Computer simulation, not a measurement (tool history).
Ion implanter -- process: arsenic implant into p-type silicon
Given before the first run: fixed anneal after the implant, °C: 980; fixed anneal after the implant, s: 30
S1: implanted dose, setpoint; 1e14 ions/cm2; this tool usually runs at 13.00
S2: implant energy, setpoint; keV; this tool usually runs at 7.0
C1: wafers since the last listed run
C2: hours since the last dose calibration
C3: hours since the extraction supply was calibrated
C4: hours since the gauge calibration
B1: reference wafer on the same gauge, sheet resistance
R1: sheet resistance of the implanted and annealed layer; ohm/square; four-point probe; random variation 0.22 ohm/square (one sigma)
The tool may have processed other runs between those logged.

{"run": 1, "day": 0.0, "S1": 13.0, "S2": 7.0, "C1": 0, "C2": 1171.0, "C3": 2287.5, "C4": 149.8, "B1": 137.01, "R1": 144.23}
{"run": 2, "day": 0.825, "S1": 13.8, "S2": 7.0, "C1": 286, "C2": 1190.8, "C3": 2307.3, "C4": 169.6, "B1": 136.97, "R1": 142.21}
{"run": 3, "day": 1.796, "S1": 13.8, "S2": 7.0, "C1": 337, "C2": 1214.1, "C3": 2330.6, "C4": 192.9, "B1": 136.95, "R1": 141.99}
{"run": 4, "day": 3.538, "S1": 13.0, "S2": 8.5, "C1": 605, "C2": 1255.9, "C3": 2372.4, "C4": 234.7, "B1": 136.91, "R1": 139.14}
{"run": 5, "day": 4.3, "S1": 13.0, "S2": 7.0, "C1": 265, "C2": 1274.2, "C3": 2390.7, "C4": 253.0, "B1": 137.03, "R1": 143.9}
{"run": 6, "day": 5.546, "S1": 13.0, "S2": 7.0, "C1": 433, "C2": 1304.1, "C3": 2420.6, "C4": 282.9, "B1": 137.09, "R1": 144.28}
{"run": 7, "day": 6.758, "S1": 13.0, "S2": 7.0, "C1": 421, "C2": 1333.2, "C3": 2449.7, "C4": 312.0, "B1": 137.03, "R1": 144.16}
{"day": 8.062, "done": "extraction supply calibrated"}
{"run": 8, "day": 8.175, "S1": 13.0, "S2": 7.0, "C1": 376, "C2": 1367.2, "C3": 2.7, "C4": 346.0, "B1": 137.01, "R1": 144.15}
{"run": 9, "day": 9.471, "S1": 13.0, "S2": 7.0, "C1": 450, "C2": 1398.3, "C3": 33.8, "C4": 377.1, "B1": 136.99, "R1": 144.27}
{"day": 9.996, "done": "gauge calibrated"}
{"run": 10, "day": 10.692, "S1": 13.0, "S2": 7.0, "C1": 424, "C2": 1427.6, "C3": 63.1, "C4": 16.7, "B1": 137.01, "R1": 144.15}
{"run": 11, "day": 12.142, "S1": 13.0, "S2": 7.0, "C1": 504, "C2": 1462.4, "C3": 97.9, "C4": 51.5, "B1": 136.98, "R1": 144.13}
{"run": 12, "day": 12.775, "S1": 11.77, "S2": 9.0, "C1": 220, "C2": 1477.6, "C3": 113.1, "C4": 66.7, "B1": 137.01, "R1": 141.78}
{"run": 13, "day": 13.354, "S1": 13.0, "S2": 7.0, "C1": 201, "C2": 1491.5, "C3": 127.0, "C4": 80.6, "B1": 137.0, "R1": 143.98}
{"day": 13.867, "done": "Faraday cup replaced and dose calibrated"}
{"run": 14, "day": 14.688, "S1": 15.37, "S2": 5.0, "C1": 347, "C2": 19.7, "C3": 159.0, "C4": 112.6, "B1": 137.03, "R1": 146.42}
{"run": 15, "day": 15.608, "S1": 14.64, "S2": 5.0, "C1": 320, "C2": 41.8, "C3": 181.1, "C4": 134.7, "B1": 136.99, "R1": 147.96}
{"run": 16, "day": 16.4, "S1": 13.0, "S2": 7.0, "C1": 275, "C2": 60.8, "C3": 200.1, "C4": 153.7, "B1": 137.03, "R1": 143.99}
{"run": 17, "day": 17.521, "S1": 10.91, "S2": 5.5, "C1": 389, "C2": 87.7, "C3": 227.0, "C4": 180.6, "B1": 136.99, "R1": 156.75}
{"run": 18, "day": 18.733, "S1": 13.0, "S2": 9.5, "C1": 421, "C2": 116.8, "C3": 256.1, "C4": 209.7, "B1": 137.06, "R1": 136.49}
{"run": 19, "day": 20.146, "S1": 10.67, "S2": 6.5, "C1": 491, "C2": 150.7, "C3": 290.0, "C4": 243.6, "B1": 136.98, "R1": 153.74}
{"run": 20, "day": 21.196, "S1": 15.97, "S2": 7.5, "C1": 365, "C2": 175.9, "C3": 315.2, "C4": 268.8, "B1": 137.05, "R1": 135.95}

Run 21 comes next. What will it give?
{"run": 21, "day": 21.825, "S1": 13.0, "S2": 7.0, "C1": 218, "C2": 191.0, "C3": 330.3, "C4": 283.9, "B1": "?", "R1": "?"}

{"run 21": {"B1": 137.03, "R1": 144.34}}
With the hidden condition absent and the run-to-run variation left alone, this run would have shown R1 144.34 ohm/square.
